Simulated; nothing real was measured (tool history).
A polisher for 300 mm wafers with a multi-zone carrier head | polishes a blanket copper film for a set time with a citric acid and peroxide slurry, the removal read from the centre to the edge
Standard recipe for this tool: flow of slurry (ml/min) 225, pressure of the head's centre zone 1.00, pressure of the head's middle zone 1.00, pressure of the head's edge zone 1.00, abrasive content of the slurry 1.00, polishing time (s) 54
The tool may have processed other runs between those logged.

run   hour  flow of slurry (ml/min)  pressure of the head's centre zone  pressure of the head's middle zone  pressure of the head's edge zone  abrasive content of the slurry  polishing time (s)  wafers since the last listed run  wafers polished on this pad  hours since the slurry nozzle was cleaned  hours since the centre zone pressure was calibrated  hours since the edge zone pressure was calibrated  hours since the carrier head's membrane was replaced  incoming thickness of the incoming film, nm  film removed at the wafer's centre (nm)  film removed at mid-radius (nm)  film removed at the wafer's edge (nm)
  1    0.0                      225                                1.00                                1.00                              1.00                            1.00                  54                                 0                          956                                      349.9                                                 42.7                                              916.6                                                1866.2                                       1049.9                                     88.2                             85.5                                   84.8
  2   17.7                      225                                1.00                                1.00                              1.00                            1.00                  54                               256                         1213                                      367.6                                                 60.4                                              934.3                                                1883.9                                       1076.7                                     85.5                             85.2                                   85.2
      33.5  -- worn pad replaced by a new one
  3   34.7                      225                                1.00                                1.00                              1.00                            1.00                  54                               188                           16                                      384.6                                                 77.4                                              951.3                                                1900.9                                       1060.8                                     95.4                             93.9                                   93.5
  4   41.5                      225                                1.00                                1.00                              1.12                            1.00                  60                                98                          115                                      391.4                                                 84.2                                              958.1                                                1907.7                                       1069.8                                    104.5                            101.7                                  107.9
  5   48.9                      265                                1.00                                1.00                              1.00                            1.00                  54                               107                          222                                      398.8                                                 91.6                                              965.5                                                1915.1                                       1051.9                                     93.2                             92.9                                   92.3
      63.5  -- slurry nozzle cleaned
  6   64.0                      225                                0.92                                1.00                              1.00                            0.75                  48                               204                          427                                        0.5                                                106.7                                              980.6                                                1930.2                                       1059.2                                     68.6                             72.7                                   71.7
  7   79.6                      165                                1.09                                1.00                              1.00                            1.00                  66                               226                          653                                       16.1                                                122.3                                              996.2                                                1945.8                                       1076.3                                    102.4                             95.6                                   94.6
  8   95.0                      225                                1.00                                1.00                              1.00                            1.00                  54                               223                          877                                       31.5                                                137.7                                             1011.6                                                1961.2                                       1060.3                                     85.3                             84.8                                   84.1
  9  102.3                      225                                1.00                                1.00                              1.00                            1.00                  54                               105                          983                                       38.8                                                145.0                                             1018.9                                                1968.5                                       1080.9                                     84.9                             84.8                                   82.9
 10  114.8                      180                                1.00                                1.00                              1.08                            1.00                  54                               181                         1164                                       51.3                                                157.5                                             1031.4                                                1981.0                                       1046.2                                     79.7                             78.8                                   81.1
     124.4  -- edge zone pressure recalibrated
 11  126.5                      225                                1.00                                1.00                              1.12                            1.25                  63                               140                         1305                                       63.0                                                169.2                                                2.1                                                1992.7                                       1088.9                                    103.3                            103.0                                  107.8
 12  143.9                      225                                0.89                                1.00                              1.07                            1.15                  49                               252                         1557                                       80.4                                                186.6                                               19.5                                                2010.1                                       1065.6                                     69.3                             77.3                                   79.3
     148.0  -- worn pad replaced by a new one
 13  157.4                      250                                1.00                                1.00                              1.00                            1.00                  54                               137                          136                                       93.9                                                200.1                                               33.0                                                2023.6                                       1067.6                                     95.1                             93.9                                   91.9
     171.1  -- carrier head's membrane replaced by a new one
 14  171.6                      225                                1.00                                1.00                              1.00                            0.90                  65                               133                          269                                      108.1                                                214.3                                               47.2                                                   0.5                                       1050.0                                    107.3                            106.9                                  104.1
 15  183.9                      225                                1.00                                1.07                              1.00                            1.00                  54                               178                          447                                      120.4                                                226.6                                               59.5                                                  12.8                                       1066.2                                     89.3                             91.6                                   86.9
 16  193.9                      225                                1.00                                1.00                              1.00                            1.00                  54                               145                          592                                      130.4                                                236.6                                               69.5                                                  22.8                                       1068.3                                     86.6                             86.3                                   86.1
 17  240.4                      180                                1.00                                1.00                              1.00                            1.00                  48                               674                         1267                                      176.9                                                283.1                                              116.0                                                  69.3                                       1066.8                                     69.8                             72.5                                   71.1
     258.5  -- worn pad replaced by a new one
 18  259.0                      225                                1.00                                1.00                              1.00                            1.00                  38                               211                            7                                      195.5                                                301.7                                              134.6                                                  87.9                                       1077.6                                     66.4                             67.5                                   65.5
 19  265.4                      225                                1.00                                0.96                              1.11                            1.00                  54                                92                          100                                      201.9                                                308.1                                              141.0                                                  94.3                                       1075.5                                     93.5                             89.9                                   95.5
 20  271.9                      245                                0.93                                1.00                              1.00                            0.90                  54                                94                          194                                      208.4                                                314.6                                              147.5                                                 100.8                                       1069.0                                     84.9                             89.2                                   87.8
 21  287.8                      225                                1.00                                1.00                              1.00                            1.00                  54                               230                          425                                      224.3                                                330.5                                              163.4                                                 116.7                                       1064.8                                     87.6                             88.9                                   89.0
 22  300.7                      225                                1.00                                1.00                              1.00                            1.00                  60                               187                          612                                      237.2                                                343.4                                              176.3                                                 129.6                                       1076.5                                     96.2                             96.2                                   94.7
 23  318.1                      190                                1.00                                1.00                              1.06                            1.00                  54                               252                          864                                      254.6                                                360.8                                              193.7                                                 147.0                                       1056.4                                     82.7                             81.2                                   83.6

A few steps of film removed at the wafer's centre (nm) between consecutive runs. Split each: what settings, incoming material and random variation would produce without the hidden state, and what is left over for the hidden state, along with gauge scatter present in only one of the two compared results (measured, and without hidden state):
Hidden conditions of the tool in this case: removal rate lost through wear of the pad, %; slurry flow missing at the pad, %; deviation of the centre zone's pressure from its setpoint, %; deviation of the edge zone's pressure from its setpoint, %.
Run 2 -> 3: worn pad replaced by a new one. film removed at the wafer's centre (nm) +9.9: hidden state +9.0, all else +0.9.
Run 6 -> 7: flow of slurry (ml/min) 225 -> 165, pressure of the head's centre zone 0.92 -> 1.09, abrasive content of the slurry 0.75 -> 1.00, polishing time (s) 48 -> 66. film removed at the wafer's centre (nm) +33.8: hidden state -5.6, all else +39.4.
Run 11 -> 12: pressure of the head's centre zone 1.00 -> 0.89, pressure of the head's edge zone 1.12 -> 1.07, abrasive content of the slurry 1.25 -> 1.15, polishing time (s) 63 -> 49. film removed at the wafer's centre (nm) -34.0: hidden state +4.8, all else -38.8.
Run 12 -> 13: flow of slurry (ml/min) 225 -> 250, pressure of the head's centre zone 0.89 -> 1.00, pressure of the head's edge zone 1.07 -> 1.00, abrasive content of the slurry 1.15 -> 1.00, polishing time (s) 49 -> 54, worn pad replaced by a new one. film removed at the wafer's centre (nm) +25.8: hidden state +8.0, all else +17.8.

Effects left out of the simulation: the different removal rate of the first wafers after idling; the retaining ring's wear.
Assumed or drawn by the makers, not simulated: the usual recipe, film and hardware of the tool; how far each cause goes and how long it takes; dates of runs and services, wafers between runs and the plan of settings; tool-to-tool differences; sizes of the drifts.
